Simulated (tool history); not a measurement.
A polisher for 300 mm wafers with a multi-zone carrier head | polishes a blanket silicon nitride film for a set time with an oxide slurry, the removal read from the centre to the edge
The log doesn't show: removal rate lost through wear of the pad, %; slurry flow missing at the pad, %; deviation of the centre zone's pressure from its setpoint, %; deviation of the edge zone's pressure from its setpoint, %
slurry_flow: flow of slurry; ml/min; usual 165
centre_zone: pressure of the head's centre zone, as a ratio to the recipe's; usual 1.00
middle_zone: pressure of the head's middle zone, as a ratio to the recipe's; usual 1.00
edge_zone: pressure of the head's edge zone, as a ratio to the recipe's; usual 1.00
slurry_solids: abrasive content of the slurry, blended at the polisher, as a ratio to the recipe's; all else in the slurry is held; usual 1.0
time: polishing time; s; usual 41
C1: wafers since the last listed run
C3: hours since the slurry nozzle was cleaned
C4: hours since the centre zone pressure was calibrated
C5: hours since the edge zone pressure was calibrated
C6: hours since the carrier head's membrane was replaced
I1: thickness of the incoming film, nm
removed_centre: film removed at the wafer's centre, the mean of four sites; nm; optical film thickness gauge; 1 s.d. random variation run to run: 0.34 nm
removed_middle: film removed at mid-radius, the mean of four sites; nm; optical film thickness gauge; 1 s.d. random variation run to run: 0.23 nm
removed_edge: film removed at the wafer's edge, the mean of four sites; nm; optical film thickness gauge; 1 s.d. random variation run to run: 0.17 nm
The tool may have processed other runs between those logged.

{"run": 1, "hour": 0.0, "slurry_flow": 205, "centre_zone": 1.0, "middle_zone": 1.0, "edge_zone": 1.0, "slurry_solids": 1.0, "time": 41, "C1": 0, "wafers polished on this pad": 1311, "C3": 505.8, "C4": 395.6, "C5": 238.5, "C6": 1365.4, "I1": 370.5, "removed_centre": 24.4, "removed_middle": 24.4, "removed_edge": 25.2}
{"hour": 23.1, "done": "worn pad replaced by a new one"}
{"hour": 60.0, "done": "slurry nozzle cleaned"}
{"run": 2, "hour": 60.5, "slurry_flow": 205, "centre_zone": 1.0, "middle_zone": 1.0, "edge_zone": 1.0, "slurry_solids": 1.0, "time": 41, "C1": 446, "wafers polished on this pad": 292, "C3": 0.5, "C4": 456.1, "C5": 299.0, "C6": 1425.9, "I1": 365.5, "removed_centre": 27.4, "removed_middle": 27.0, "removed_edge": 27.0}
{"run": 3, "hour": 103.8, "slurry_flow": 205, "centre_zone": 1.0, "middle_zone": 1.0, "edge_zone": 1.0, "slurry_solids": 1.0, "time": 41, "C1": 348, "wafers polished on this pad": 640, "C3": 43.8, "C4": 499.4, "C5": 342.3, "C6": 1469.2, "I1": 365.8, "removed_centre": 26.8, "removed_middle": 26.4, "removed_edge": 26.8}
{"run": 4, "hour": 200.5, "slurry_flow": 125, "centre_zone": 1.0, "middle_zone": 1.0, "edge_zone": 1.0, "slurry_solids": 1.0, "time": 41, "C1": 777, "wafers polished on this pad": 1418, "C3": 140.5, "C4": 596.1, "C5": 439.0, "C6": 1565.9, "I1": 371.2, "removed_centre": 23.8, "removed_middle": 24.1, "removed_edge": 25.1}
{"hour": 212.2, "done": "worn pad replaced by a new one"}
{"run": 5, "hour": 297.8, "slurry_flow": 125, "centre_zone": 1.0, "middle_zone": 1.0, "edge_zone": 1.0, "slurry_solids": 1.0, "time": 41, "C1": 749, "wafers polished on this pad": 688, "C3": 237.8, "C4": 693.4, "C5": 536.3, "C6": 1663.2, "I1": 374.2, "removed_centre": 23.2, "removed_middle": 23.5, "removed_edge": 24.6}
{"run": 6, "hour": 358.2, "slurry_flow": 190, "centre_zone": 1.03, "middle_zone": 1.0, "edge_zone": 1.0, "slurry_solids": 1.0, "time": 41, "C1": 485, "wafers polished on this pad": 1173, "C3": 298.2, "C4": 753.8, "C5": 596.7, "C6": 1723.6, "I1": 368.0, "removed_centre": 26.2, "removed_middle": 25.0, "removed_edge": 25.8}
{"hour": 372.7, "done": "carrier head's membrane replaced by a new one"}
{"run": 7, "hour": 396.6, "slurry_flow": 165, "centre_zone": 1.0, "middle_zone": 1.0, "edge_zone": 1.06, "slurry_solids": 1.0, "time": 33, "C1": 268, "wafers polished on this pad": 1442, "C3": 336.6, "C4": 792.2, "C5": 635.1, "C6": 23.9, "I1": 374.5, "removed_centre": 19.8, "removed_middle": 19.2, "removed_edge": 20.9}
{"hour": 434.1, "done": "worn pad replaced by a new one"}
{"run": 8, "hour": 458.7, "slurry_flow": 165, "centre_zone": 1.0, "middle_zone": 1.0, "edge_zone": 1.0, "slurry_solids": 1.0, "time": 41, "C1": 466, "wafers polished on this pad": 197, "C3": 398.7, "C4": 854.3, "C5": 697.2, "C6": 86.0, "I1": 373.3, "removed_centre": 23.9, "removed_middle": 23.5, "removed_edge": 25.1}
{"run": 9, "hour": 561.1, "slurry_flow": 165, "centre_zone": 1.11, "middle_zone": 0.94, "edge_zone": 1.0, "slurry_solids": 1.0, "time": 41, "C1": 823, "wafers polished on this pad": 1020, "C3": 501.1, "C4": 956.7, "C5": 799.6, "C6": 188.4, "I1": 372.5, "removed_centre": 25.5, "removed_middle": 21.7, "removed_edge": 24.6}

What does the tool deliver on the next run?
{"hour": 570.0, "done": "slurry nozzle cleaned"}
{"hour": 582.7, "done": "centre zone pressure recalibrated"}
{"hour": 604.0, "done": "edge zone pressure recalibrated"}
{"hour": 657.4, "done": "worn pad replaced by a new one"}
{"run": 10, "hour": 667.1, "slurry_flow": 165, "centre_zone": 1.0, "middle_zone": 0.88, "edge_zone": 1.09, "slurry_solids": 1.2, "time": 41, "C1": 779, "wafers polished on this pad": 77, "C3": 97.1, "C4": 84.4, "C5": 63.1, "C6": 294.4, "I1": 371.0, "removed_centre": "?", "removed_middle": "?", "removed_edge": "?"}

removed_centre: 27.8 nm
removed_middle: 24.6 nm
removed_edge: 29.2 nm
On a tool with no hidden condition, and with the same random variation, this run would have come out at removed_centre 28.2 nm, removed_middle 25.0 nm, removed_edge 29.5 nm.

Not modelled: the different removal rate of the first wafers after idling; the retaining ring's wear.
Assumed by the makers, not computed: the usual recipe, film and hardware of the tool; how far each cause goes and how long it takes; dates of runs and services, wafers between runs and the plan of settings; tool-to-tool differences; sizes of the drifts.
